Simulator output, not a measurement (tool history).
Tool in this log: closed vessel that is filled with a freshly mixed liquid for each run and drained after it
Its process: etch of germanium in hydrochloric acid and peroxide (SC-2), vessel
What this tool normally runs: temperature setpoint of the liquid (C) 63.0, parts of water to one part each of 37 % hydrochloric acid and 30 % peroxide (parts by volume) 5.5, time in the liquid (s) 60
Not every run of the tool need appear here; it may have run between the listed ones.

run	hour	temperature setpoint of the liquid (C)	parts of water to one part each of 37 % hydrochloric acid and 30 % peroxide (parts by volume)	time in the liquid (s)	read-back film thickness of the germanium reference wafer, read on the same gauge (nm)	thickness taken off the germanium on a monitor wafer (nm)
1	0.0	63.0	5.5	60	110.00	206.59
2	68.7	63.0	5.5	60	109.98	205.19
3	117.6	63.0	5.5	60	110.04	205.31
4	144.6	63.0	5.5	60	109.96	204.55
5	189.1	63.0	5.5	40	110.07	137.46
6	241.6	63.0	4.0	60	110.00	210.58
7	272.8	63.0	4.0	60	109.96	211.79
# hour 295.1: new drum of peroxide connected
8	340.4	63.0	4.0	60	110.04	209.11
9	404.9	63.0	5.5	75	109.97	259.33
10	453.7	63.0	5.5	60	110.03	205.69
11	575.2	59.0	5.5	40	109.97	122.65
12	621.1	56.5	6.5	40	110.00	112.23
13	656.9	63.0	5.5	35	109.99	119.05
# hour 690.2: chemicals flow meter replaced
14	694.6	65.5	4.0	60	110.01	226.69
15	739.9	63.0	5.5	60	109.93	203.44
16	780.6	63.0	5.5	60	110.00	203.87
17	845.9	71.0	4.0	35	109.97	153.96
18	892.9	63.0	8.5	35	109.98	117.14
19	964.0	70.0	7.0	60	110.01	252.30
# hour 1039.1: new drum of peroxide connected
# hour 1091.4: gauge calibrated
20	1105.3	72.0	8.0	85	109.96	364.53
21	1134.4	58.5	5.5	60	109.99	181.91
22	1184.7	68.0	5.5	60	110.01	238.75
23	1252.4	71.5	6.5	30	110.04	131.52
# hour 1255.5: thermometer replaced
24	1280.5	54.5	7.0	60	110.01	156.69
25	1304.8	63.0	4.5	60	109.98	209.36
26	1373.5	66.0	4.0	60	110.01	225.79
27	1410.7	63.0	5.5	60	109.98	205.87
28	1437.4	63.0	5.5	40	109.93	138.63
29	1487.7	63.0	7.0	60	110.00	203.70
30	1549.0	63.0	4.0	40	110.06	139.13
# hour 1642.9: chemicals flow meter replaced
31	1718.4	63.0	4.0	95	109.99	332.40

What if the next run were any one of these 3? Each begins from the tool's condition after run 31:
A	1719.1	63.0	6.5	60	?	?
B	1719.1	63.0	8.5	95	?	?
C	1719.1	54.0	8.0	40	?	?

run	read-back film thickness of the germanium reference wafer, read on the same gauge (nm)	thickness taken off the germanium on a monitor wafer (nm)
A	109.96	201.75
B	109.96	313.06
C	109.96	101.17
Had the tool no hidden state, the same runs would have come out as:
run	thickness taken off the germanium on a monitor wafer (nm)
A	201.75
B	313.06
C	101.17

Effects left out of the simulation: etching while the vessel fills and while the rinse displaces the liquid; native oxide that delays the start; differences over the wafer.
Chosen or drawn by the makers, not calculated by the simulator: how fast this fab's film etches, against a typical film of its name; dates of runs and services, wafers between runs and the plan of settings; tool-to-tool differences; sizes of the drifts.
